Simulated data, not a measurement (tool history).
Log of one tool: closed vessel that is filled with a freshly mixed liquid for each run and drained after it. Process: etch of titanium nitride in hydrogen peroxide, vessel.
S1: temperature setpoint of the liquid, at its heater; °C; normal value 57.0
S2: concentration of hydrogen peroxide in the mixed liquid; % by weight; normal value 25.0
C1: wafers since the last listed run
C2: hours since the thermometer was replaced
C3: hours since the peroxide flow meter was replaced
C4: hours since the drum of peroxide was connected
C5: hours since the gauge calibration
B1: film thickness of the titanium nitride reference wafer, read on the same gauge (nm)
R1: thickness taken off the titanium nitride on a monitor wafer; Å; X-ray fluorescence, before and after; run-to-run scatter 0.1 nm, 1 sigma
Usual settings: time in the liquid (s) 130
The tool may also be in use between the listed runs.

Run 1, hour 0.0: usual settings; C1 0; C2 1137.6; C3 1490.4; C4 1306.3; C5 300.0; B1 79.99. Result: R1 170.5 Å.
Run 2, hour 13.4: usual settings; C1 1715; C2 1151.0; C3 1503.8; C4 1319.7; C5 313.4; B1 80.01. Result: R1 170.0 Å.
Run 3, hour 31.1: usual settings; C1 2266; C2 1168.7; C3 1521.5; C4 1337.4; C5 331.1; B1 80.02. Result: R1 170.6 Å.
Run 4, hour 38.6: usual settings; C1 960; C2 1176.2; C3 1529.0; C4 1344.9; C5 338.6; B1 80.03. Result: R1 170.1 Å.
Run 5, hour 48.8: usual settings but S2 30.0 % by weight; C1 1306; C2 1186.4; C3 1539.2; C4 1355.1; C5 348.8; B1 79.99. Result: R1 176.0 Å.
Run 6, hour 67.0: usual settings but S2 30.0 % by weight; C1 2330; C2 1204.6; C3 1557.4; C4 1373.3; C5 367.0; B1 80.01. Result: R1 175.4 Å.
Run 7, hour 80.1: usual settings but S2 30.0 % by weight; C1 1677; C2 1217.7; C3 1570.5; C4 1386.4; C5 380.1; B1 80.01. Result: R1 175.3 Å.
Run 8, hour 96.2: usual settings but S2 28.5 % by weight; C1 2061; C2 1233.8; C3 1586.6; C4 1402.5; C5 396.2; B1 80.02. Result: R1 173.2 Å.
At hour 98.7: peroxide flow meter replaced.
Run 9, hour 103.8: usual settings but S1 64.0 °C, S2 22.5 % by weight; C1 845; C2 1241.4; C3 5.1; C4 1410.1; C5 403.8; B1 80.01. Result: R1 268.5 Å.
Run 10, hour 112.3: usual settings but S1 53.5 °C, S2 28.0 % by weight, time in the liquid (s) 60; C1 1088; C2 1249.9; C3 13.6; C4 1418.6; C5 412.3; B1 80.00. Result: R1 62.2 Å.
Run 11, hour 129.2: usual settings; C1 2164; C2 1266.8; C3 30.5; C4 1435.5; C5 429.2; B1 80.00. Result: R1 169.0 Å.
Run 12, hour 135.4: usual settings but S1 47.5 °C, S2 29.0 % by weight, time in the liquid (s) 75; C1 793; C2 1273.0; C3 36.7; C4 1441.7; C5 435.4; B1 80.00. Result: R1 50.7 Å.
Run 13, hour 147.9: usual settings but S1 49.0 °C, S2 20.5 % by weight; C1 1600; C2 1285.5; C3 49.2; C4 1454.2; C5 447.9; B1 80.01. Result: R1 91.4 Å.
At hour 156.6: thermometer replaced.
Run 14, hour 164.5: usual settings but S1 65.5 °C, S2 21.0 % by weight, time in the liquid (s) 160; C1 1997; C2 7.9; C3 65.8; C4 1470.8; C5 464.5; B1 80.01. Result: R1 327.1 Å.
At hour 171.0: gauge calibrated.
Run 15, hour 172.2: usual settings but S1 51.0 °C, S2 30.0 % by weight, time in the liquid (s) 160; C1 985; C2 15.6; C3 73.5; C4 1478.5; C5 1.2; B1 79.98. Result: R1 126.3 Å.
Run 16, hour 186.4: usual settings; C1 1818; C2 29.8; C3 87.7; C4 1492.7; C5 15.4; B1 79.98. Result: R1 153.0 Å.
Run 17, hour 202.9: usual settings but S1 65.5 °C, S2 28.0 % by weight; C1 2112; C2 46.3; C3 104.2; C4 1509.2; C5 31.9; B1 80.01. Result: R1 279.3 Å.
At hour 212.0: new drum of peroxide connected.
Run 18, hour 213.1: usual settings; C1 1178; C2 56.5; C3 114.4; C4 1.1; C5 42.1; B1 80.02. Result: R1 153.5 Å.
Run 19, hour 229.2: usual settings; C1 2061; C2 72.6; C3 130.5; C4 17.2; C5 58.2; B1 80.01. Result: R1 152.8 Å.
Run 20, hour 242.9: usual settings but S1 47.0 °C, S2 30.0 % by weight, time in the liquid (s) 205; C1 1754; C2 86.3; C3 144.2; C4 30.9; C5 71.9; B1 80.02. Result: R1 122.4 Å.
Run 21, hour 257.7: usual settings but S1 62.5 °C, S2 30.0 % by weight, time in the liquid (s) 60; C1 1895; C2 101.1; C3 159.0; C4 45.7; C5 86.7; B1 79.98. Result: R1 107.1 Å.
Run 22, hour 264.9: usual settings but S1 64.5 °C, S2 28.0 % by weight, time in the liquid (s) 180; C1 921; C2 108.3; C3 166.2; C4 52.9; C5 93.9; B1 80.03. Result: R1 362.6 Å.
Run 23, hour 276.8: usual settings but S1 64.0 °C, S2 30.0 % by weight; C1 1523; C2 120.2; C3 178.1; C4 64.8; C5 105.8; B1 80.02. Result: R1 257.2 Å.
At hour 281.2: thermometer replaced, repeated, since the last time left the tool worse.
Run 24, hour 292.0: usual settings but S1 66.0 °C, time in the liquid (s) 190; C1 1818; C2 10.8; C3 193.3; C4 80.0; C5 121.0; B1 80.00. Result: R1 506.9 Å.
Run 25, hour 304.5: usual settings but S1 50.5 °C, S2 28.5 % by weight, time in the liquid (s) 165; C1 1600; C2 23.3; C3 205.8; C4 92.5; C5 133.5; B1 80.01. Result: R1 155.5 Å.
Run 26, hour 313.0: usual settings but S2 30.0 % by weight, time in the liquid (s) 90; C1 1088; C2 31.8; C3 214.3; C4 101.0; C5 142.0; B1 79.99. Result: R1 136.0 Å.
Run 27, hour 321.2: usual settings but S2 30.0 % by weight, time in the liquid (s) 110; C1 1050; C2 40.0; C3 222.5; C4 109.2; C5 150.2; B1 79.98. Result: R1 166.9 Å.
Run 28, hour 328.1: usual settings but S2 30.0 % by weight, time in the liquid (s) 180; C1 883; C2 46.9; C3 229.4; C4 116.1; C5 157.1; B1 79.99. Result: R1 272.8 Å.
Run 29, hour 334.2: usual settings but time in the liquid (s) 200; C1 781; C2 53.0; C3 235.5; C4 122.2; C5 163.2; B1 80.00. Result: R1 288.3 Å.

4 ways to go on from here, each from the tool as it stands after run 29. What would each give?
Run A, hour 334.9: usual settings but time in the liquid (s) 165; C1 89; C2 53.7; C3 236.2; C4 122.9; C5 163.9; B1 ?. Result: R1 ?.
Run B, hour 334.9: usual settings but S1 62.5 °C, time in the liquid (s) 205; C1 89; C2 53.7; C3 236.2; C4 122.9; C5 163.9; B1 ?. Result: R1 ?.
Run C, hour 334.9: usual settings but S2 21.0 % by weight, time in the liquid (s) 80; C1 89; C2 53.7; C3 236.2; C4 122.9; C5 163.9; B1 ?. Result: R1 ?.
Run D, hour 334.9: usual settings but S1 50.0 °C; C1 89; C2 53.7; C3 236.2; C4 122.9; C5 163.9; B1 ?. Result: R1 ?.

run     B1     R1
  A  79.99  239.7
  B  79.99  433.1
  C  79.99  111.9
  D  79.99  115.0
Stripped of hidden state, with their random variation kept, the same runs would have yielded:
run     R1
  A  242.5
  B  438.1
  C  113.2
  D  116.5

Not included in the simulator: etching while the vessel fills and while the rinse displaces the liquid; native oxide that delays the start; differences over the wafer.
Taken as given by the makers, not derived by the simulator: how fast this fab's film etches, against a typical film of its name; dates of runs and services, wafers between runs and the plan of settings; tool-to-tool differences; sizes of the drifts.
